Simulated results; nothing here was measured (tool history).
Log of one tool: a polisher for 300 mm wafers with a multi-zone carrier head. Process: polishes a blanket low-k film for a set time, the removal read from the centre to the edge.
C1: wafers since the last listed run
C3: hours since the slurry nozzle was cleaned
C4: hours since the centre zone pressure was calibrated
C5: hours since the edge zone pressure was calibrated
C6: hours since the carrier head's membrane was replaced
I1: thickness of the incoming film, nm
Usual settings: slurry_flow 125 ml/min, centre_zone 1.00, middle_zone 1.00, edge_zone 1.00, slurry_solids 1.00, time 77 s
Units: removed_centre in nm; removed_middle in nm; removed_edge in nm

{"run": 1, "hour": 0.0, "slurry_flow": 125, "centre_zone": 1.0, "middle_zone": 1.0, "edge_zone": 1.0, "slurry_solids": 1.0, "time": 77, "C1": 0, "wafers polished on this pad": 2330, "C3": 74.9, "C4": 1058.6, "C5": 1084.1, "C6": 1338.2, "I1": 433.6, "removed_centre": 37.7, "removed_middle": 38.2, "removed_edge": 39.1}
{"hour": 16.4, "done": "worn pad replaced by a new one"}
{"run": 2, "hour": 38.3, "slurry_flow": 125, "centre_zone": 1.0, "middle_zone": 1.0, "edge_zone": 1.0, "slurry_solids": 1.0, "time": 77, "C1": 334, "wafers polished on this pad": 213, "C3": 113.2, "C4": 1096.9, "C5": 1122.4, "C6": 1376.5, "I1": 431.0, "removed_centre": 36.8, "removed_middle": 38.1, "removed_edge": 38.3}
{"run": 3, "hour": 92.2, "slurry_flow": 125, "centre_zone": 1.0, "middle_zone": 1.0, "edge_zone": 1.0, "slurry_solids": 1.0, "time": 77, "C1": 526, "wafers polished on this pad": 739, "C3": 167.1, "C4": 1150.8, "C5": 1176.3, "C6": 1430.4, "I1": 434.0, "removed_centre": 35.3, "removed_middle": 36.6, "removed_edge": 38.1}
{"run": 4, "hour": 168.2, "slurry_flow": 125, "centre_zone": 1.0, "middle_zone": 1.0, "edge_zone": 1.0, "slurry_solids": 1.0, "time": 77, "C1": 741, "wafers polished on this pad": 1481, "C3": 243.1, "C4": 1226.8, "C5": 1252.3, "C6": 1506.4, "I1": 434.3, "removed_centre": 33.7, "removed_middle": 35.4, "removed_edge": 36.8}
{"hour": 192.0, "done": "slurry nozzle cleaned"}
{"run": 5, "hour": 210.4, "slurry_flow": 125, "centre_zone": 1.0, "middle_zone": 1.0, "edge_zone": 1.0, "slurry_solids": 1.0, "time": 77, "C1": 402, "wafers polished on this pad": 1883, "C3": 18.4, "C4": 1269.0, "C5": 1294.5, "C6": 1548.6, "I1": 426.4, "removed_centre": 38.6, "removed_middle": 38.9, "removed_edge": 39.7}
{"hour": 228.8, "done": "worn pad replaced by a new one"}
{"run": 6, "hour": 312.8, "slurry_flow": 125, "centre_zone": 1.0, "middle_zone": 1.0, "edge_zone": 1.0, "slurry_solids": 1.0, "time": 77, "C1": 960, "wafers polished on this pad": 820, "C3": 120.8, "C4": 1371.4, "C5": 1396.9, "C6": 1651.0, "I1": 436.3, "removed_centre": 35.9, "removed_middle": 37.1, "removed_edge": 38.5}
{"run": 7, "hour": 366.6, "slurry_flow": 125, "centre_zone": 1.0, "middle_zone": 1.0, "edge_zone": 1.0, "slurry_solids": 1.0, "time": 77, "C1": 525, "wafers polished on this pad": 1345, "C3": 174.6, "C4": 1425.2, "C5": 1450.7, "C6": 1704.8, "I1": 423.2, "removed_centre": 34.5, "removed_middle": 36.4, "removed_edge": 37.3}
{"hour": 411.4, "done": "centre zone pressure recalibrated"}
{"run": 8, "hour": 434.7, "slurry_flow": 125, "centre_zone": 1.0, "middle_zone": 1.0, "edge_zone": 1.0, "slurry_solids": 1.0, "time": 77, "C1": 645, "wafers polished on this pad": 1990, "C3": 242.7, "C4": 23.3, "C5": 1518.8, "C6": 1772.9, "I1": 425.3, "removed_centre": 33.0, "removed_middle": 35.1, "removed_edge": 36.6}
{"hour": 468.6, "done": "worn pad replaced by a new one"}
{"hour": 485.6, "done": "slurry nozzle cleaned"}
{"run": 9, "hour": 489.9, "slurry_flow": 125, "centre_zone": 1.0, "middle_zone": 1.0, "edge_zone": 1.0, "slurry_solids": 1.0, "time": 77, "C1": 489, "wafers polished on this pad": 198, "C3": 4.3, "C4": 78.5, "C5": 1574.0, "C6": 1828.1, "I1": 433.6, "removed_centre": 38.9, "removed_middle": 39.8, "removed_edge": 39.5}
{"hour": 559.2, "done": "edge zone pressure recalibrated"}
{"run": 10, "hour": 569.6, "slurry_flow": 125, "centre_zone": 1.0, "middle_zone": 1.0, "edge_zone": 1.0, "slurry_solids": 1.0, "time": 86, "C1": 758, "wafers polished on this pad": 956, "C3": 84.0, "C4": 158.2, "C5": 10.4, "C6": 1907.8, "I1": 433.1, "removed_centre": 42.7, "removed_middle": 43.2, "removed_edge": 42.9}
{"run": 11, "hour": 654.1, "slurry_flow": 125, "centre_zone": 1.0, "middle_zone": 1.0, "edge_zone": 1.0, "slurry_solids": 1.0, "time": 77, "C1": 824, "wafers polished on this pad": 1781, "C3": 168.5, "C4": 242.7, "C5": 94.9, "C6": 1992.3, "I1": 422.4, "removed_centre": 34.8, "removed_middle": 36.4, "removed_edge": 37.7}
{"hour": 665.7, "done": "worn pad replaced by a new one"}
{"hour": 719.7, "done": "slurry nozzle cleaned"}
{"hour": 740.2, "done": "carrier head's membrane replaced by a new one"}
{"run": 12, "hour": 746.9, "slurry_flow": 125, "centre_zone": 1.0, "middle_zone": 1.0, "edge_zone": 1.0, "slurry_solids": 1.0, "time": 77, "C1": 808, "wafers polished on this pad": 734, "C3": 27.2, "C4": 335.5, "C5": 187.7, "C6": 6.7, "I1": 425.7, "removed_centre": 37.4, "removed_middle": 38.8, "removed_edge": 39.2}
{"run": 13, "hour": 788.4, "slurry_flow": 145, "centre_zone": 1.0, "middle_zone": 1.0, "edge_zone": 1.0, "slurry_solids": 1.0, "time": 59, "C1": 405, "wafers polished on this pad": 1139, "C3": 68.7, "C4": 377.0, "C5": 229.2, "C6": 48.2, "I1": 430.0, "removed_centre": 30.0, "removed_middle": 30.5, "removed_edge": 30.7}
{"hour": 867.8, "done": "worn pad replaced by a new one"}
{"run": 14, "hour": 871.1, "slurry_flow": 125, "centre_zone": 1.1, "middle_zone": 0.89, "edge_zone": 1.0, "slurry_solids": 1.0, "time": 77, "C1": 768, "wafers polished on this pad": 31, "C3": 151.4, "C4": 459.7, "C5": 311.9, "C6": 130.9, "I1": 430.0, "removed_centre": 38.7, "removed_middle": 33.6, "removed_edge": 38.3}
{"run": 15, "hour": 914.3, "slurry_flow": 125, "centre_zone": 1.0, "middle_zone": 0.93, "edge_zone": 1.0, "slurry_solids": 1.0, "time": 77, "C1": 421, "wafers polished on this pad": 453, "C3": 194.6, "C4": 502.9, "C5": 355.1, "C6": 174.1, "I1": 438.5, "removed_centre": 34.5, "removed_middle": 34.4, "removed_edge": 37.5}
{"run": 16, "hour": 995.9, "slurry_flow": 125, "centre_zone": 1.0, "middle_zone": 0.95, "edge_zone": 1.0, "slurry_solids": 1.0, "time": 77, "C1": 796, "wafers polished on this pad": 1249, "C3": 276.2, "C4": 584.5, "C5": 436.7, "C6": 255.7, "I1": 429.1, "removed_centre": 33.0, "removed_middle": 33.1, "removed_edge": 36.0}
{"hour": 1001.2, "done": "slurry nozzle cleaned"}
{"hour": 1084.0, "done": "worn pad replaced by a new one"}
{"run": 17, "hour": 1094.5, "slurry_flow": 125, "centre_zone": 1.05, "middle_zone": 1.0, "edge_zone": 0.95, "slurry_solids": 1.0, "time": 77, "C1": 913, "wafers polished on this pad": 102, "C3": 93.3, "C4": 683.1, "C5": 535.3, "C6": 354.3, "I1": 432.4, "removed_centre": 38.7, "removed_middle": 38.1, "removed_edge": 38.4}
{"run": 18, "hour": 1134.8, "slurry_flow": 160, "centre_zone": 1.0, "middle_zone": 1.1, "edge_zone": 1.0, "slurry_solids": 0.9, "time": 77, "C1": 393, "wafers polished on this pad": 496, "C3": 133.6, "C4": 723.4, "C5": 575.6, "C6": 394.6, "I1": 428.2, "removed_centre": 36.6, "removed_middle": 40.4, "removed_edge": 38.2}

3 ways to go on from here, each from the tool as it stands after run 18. What would each give?
{"run": "A", "hour": 1135.2, "slurry_flow": 125, "centre_zone": 1.0, "middle_zone": 1.0, "edge_zone": 1.0, "slurry_solids": 1.25, "time": 77, "C1": 3, "wafers polished on this pad": 500, "C3": 134.0, "C4": 723.8, "C5": 576.0, "C6": 395.0, "I1": 425.5, "removed_centre": "?", "removed_middle": "?", "removed_edge": "?"}
{"run": "B", "hour": 1135.2, "slurry_flow": 80, "centre_zone": 1.0, "middle_zone": 1.0, "edge_zone": 1.0, "slurry_solids": 1.0, "time": 77, "C1": 3, "wafers polished on this pad": 500, "C3": 134.0, "C4": 723.8, "C5": 576.0, "C6": 395.0, "I1": 425.5, "removed_centre": "?", "removed_middle": "?", "removed_edge": "?"}
{"run": "C", "hour": 1135.2, "slurry_flow": 90, "centre_zone": 1.0, "middle_zone": 0.93, "edge_zone": 1.0, "slurry_solids": 0.85, "time": 100, "C1": 3, "wafers polished on this pad": 500, "C3": 134.0, "C4": 723.8, "C5": 576.0, "C6": 395.0, "I1": 425.5, "removed_centre": "?", "removed_middle": "?", "removed_edge": "?"}

run=A removed_centre=39.6 removed_middle=41.8 removed_edge=42.7
run=B removed_centre=28.7 removed_middle=31.2 removed_edge=34.1
run=C removed_centre=36.4 removed_middle=36.9 removed_edge=41.9
Without the tool's hidden state the same runs would have given:
run=A removed_centre=42.5 removed_middle=44.4 removed_edge=44.5
run=B removed_centre=32.2 removed_middle=34.4 removed_edge=36.2
run=C removed_centre=40.3 removed_middle=40.2 removed_edge=44.3

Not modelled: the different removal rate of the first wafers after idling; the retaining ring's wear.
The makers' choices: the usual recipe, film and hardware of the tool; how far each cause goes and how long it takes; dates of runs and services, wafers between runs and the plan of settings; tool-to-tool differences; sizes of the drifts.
